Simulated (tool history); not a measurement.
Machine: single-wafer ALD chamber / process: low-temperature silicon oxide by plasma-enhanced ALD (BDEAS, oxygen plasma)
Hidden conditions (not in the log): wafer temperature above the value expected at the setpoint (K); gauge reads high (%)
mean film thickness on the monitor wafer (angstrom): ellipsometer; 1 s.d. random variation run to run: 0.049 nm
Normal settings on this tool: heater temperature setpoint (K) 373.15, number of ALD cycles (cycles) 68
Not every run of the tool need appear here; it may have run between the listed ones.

| run | hour | heater temperature setpoint (K) | number of ALD cycles (cycles) | wafers since the last listed run | hours since the last thermocouple change | hours since the gauge calibration | read-back reference wafer on the same gauge, thickness_nm | mean film thickness on the monitor wafer (angstrom) |
|---|---|---|---|---|---|---|---|---|
| 1 | 0 | 373.15 | 68 | 0 | 1225.3 | 641.5 | 11.521 | 110.01 |
| 2 | 73.7 | 373.15 | 63 | 325 | 1299 | 715.2 | 11.524 | 102.21 |
| 3 | 143.4 | 373.15 | 63 | 307 | 1368.7 | 784.9 | 11.494 | 101.48 |
| 4 | 189 | 373.15 | 63 | 201 | 1414.3 | 830.5 | 11.47 | 101.23 |
| 5 | 423.7 | 383.15 | 68 | 1035 | 1649 | 1065.2 | 11.42 | 107.16 |
|  | 444.1 | gauge calibrated |
| 6 | 500 | 373.15 | 61 | 336 | 1725.3 | 55.9 | 11.694 | 100.04 |
|  | 634.6 | thermocouple changed; heater temperature recalibrated |
| 7 | 735.7 | 364.15 | 68 | 1004 | 101.1 | 291.6 | 11.624 | 115.64 |
| 8 | 785.7 | 386.15 | 68 | 220 | 151.1 | 341.6 | 11.626 | 108.24 |
| 9 | 879.5 | 381.15 | 68 | 413 | 244.9 | 435.4 | 11.615 | 109.98 |
| 10 | 930.8 | 373.15 | 61 | 226 | 296.2 | 486.7 | 11.594 | 99.38 |
| 11 | 1024.1 | 373.15 | 77 | 411 | 389.5 | 580 | 11.571 | 125.32 |
| 12 | 1096.3 | 373.15 | 68 | 318 | 461.7 | 652.2 | 11.564 | 110.67 |
| 13 | 1198.1 | 379.15 | 78 | 449 | 563.5 | 754 | 11.538 | 125.09 |
| 14 | 1301.5 | 360.15 | 78 | 456 | 666.9 | 857.4 | 11.521 | 133.23 |
| 15 | 1343.9 | 373.15 | 68 | 187 | 709.3 | 899.8 | 11.494 | 110.32 |

Pick out some run-to-run changes in mean film thickness on the monitor wafer (angstrom). Of each, how much would a tool without hidden state show as well, from the settings, what came in and chance, and how much is left for the hidden state and any gauge scatter not in both results compared?
Run 5 -> 6: heater temperature setpoint (K) 383.15 -> 373.15, number of ALD cycles (cycles) 68 -> 61, gauge calibrated. mean film thickness on the monitor wafer (angstrom) -7.12: hidden state +2.46, all else -9.58.
Run 10 -> 11: number of ALD cycles (cycles) 61 -> 77. mean film thickness on the monitor wafer (angstrom) +25.94: hidden state -0.46, all else +26.4.
